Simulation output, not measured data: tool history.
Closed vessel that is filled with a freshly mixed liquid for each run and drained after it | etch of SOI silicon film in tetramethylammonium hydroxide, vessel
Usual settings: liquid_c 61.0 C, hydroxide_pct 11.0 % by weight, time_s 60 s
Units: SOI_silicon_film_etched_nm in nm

run	hour	liquid_c	hydroxide_pct	time_s	wafers since the last listed run	hours since the thermometer was replaced	hours since the hydroxide flow meter was replaced	hours since the gauge calibration	read-back film thickness of the SOI silicon film reference wafer, read on the same gauge (nm)	SOI_silicon_film_etched_nm
1	0.0	61.0	11.0	60	0	2572.9	1665.2	470.1	116.86	210.33
2	15.3	61.0	11.0	60	1585	2588.2	1680.5	485.4	116.83	208.37
3	107.3	61.0	8.5	60	9530	2680.2	1772.5	577.4	116.58	227.79
4	131.6	61.0	8.5	60	2517	2704.5	1796.8	601.7	116.52	225.27
5	160.6	61.0	8.5	60	3004	2733.5	1825.8	630.7	116.49	230.14
6	179.8	61.0	11.0	60	1989	2752.7	1845.0	649.9	116.45	210.13
7	201.5	61.0	12.0	60	2248	2774.4	1866.7	671.6	116.40	201.70
8	234.9	61.0	12.0	60	3460	2807.8	1900.1	705.0	116.35	205.41
9	252.8	65.5	11.0	60	1854	2825.7	1918.0	722.9	116.34	276.09
10	286.2	65.5	11.0	60	3460	2859.1	1951.4	756.3	116.28	277.65
11	316.8	65.5	11.0	60	3170	2889.7	1982.0	786.9	116.23	270.44
12	351.1	57.0	11.0	60	3553	2924.0	2016.3	821.2	116.23	161.93
# hour 354.7: thermometer replaced
13	365.9	57.0	11.0	60	1429	11.2	2031.1	836.0	116.21	161.74
14	383.5	61.0	11.0	60	1823	28.8	2048.7	853.6	116.18	207.20
# hour 384.4: gauge calibrated
# hour 387.0: hydroxide flow meter replaced
15	400.1	61.0	14.0	60	1616	45.4	13.1	15.7	120.26	194.97
16	421.1	64.0	8.0	30	2175	66.4	34.1	36.7	119.95	145.09
17	473.4	57.0	11.0	60	5418	118.7	86.4	89.0	119.34	166.02
18	493.4	61.0	8.5	60	2071	138.7	106.4	109.0	119.09	234.25
19	526.1	65.0	11.0	60	3387	171.4	139.1	141.7	118.78	272.07
20	542.7	68.5	13.5	35	1719	188.0	155.7	158.3	118.64	179.56
21	555.0	61.0	8.5	60	1274	200.3	168.0	170.6	118.50	235.37
22	584.7	61.0	11.0	60	3076	230.0	197.7	200.3	118.26	211.90
23	609.7	53.0	7.5	90	2589	255.0	222.7	225.3	118.08	216.91
24	631.2	61.0	11.0	60	2227	276.5	244.2	246.8	117.95	211.14
25	648.4	67.5	11.0	40	1781	293.7	261.4	264.0	117.85	212.31
26	668.6	54.0	8.5	30	2092	313.9	281.6	284.2	117.70	74.39
27	689.0	65.0	14.5	80	2113	334.3	302.0	304.6	117.61	315.34
28	743.1	53.5	10.0	80	5604	388.4	356.1	358.7	117.33	177.96

The tool's hidden state at each run:
liquid hotter than its thermometer reads (K): 0 in every run
hydroxide flow above the setpoint (%): 0 in every run
H1: gauge reads high (%)
run	H1
1	-2.62
2	-2.66
3	-2.86
4	-2.9
5	-2.94
6	-2.97
7	-3
8	-3.04
9	-3.06
10	-3.1
11	-3.13
12	-3.15
13	-3.17
14	-3.18
15	0.209
16	-0.0341
17	-0.569
18	-0.75
19	-1.02
20	-1.15
21	-1.24
22	-1.44
23	-1.59
24	-1.71
25	-1.8
26	-1.9
27	-2
28	-2.22
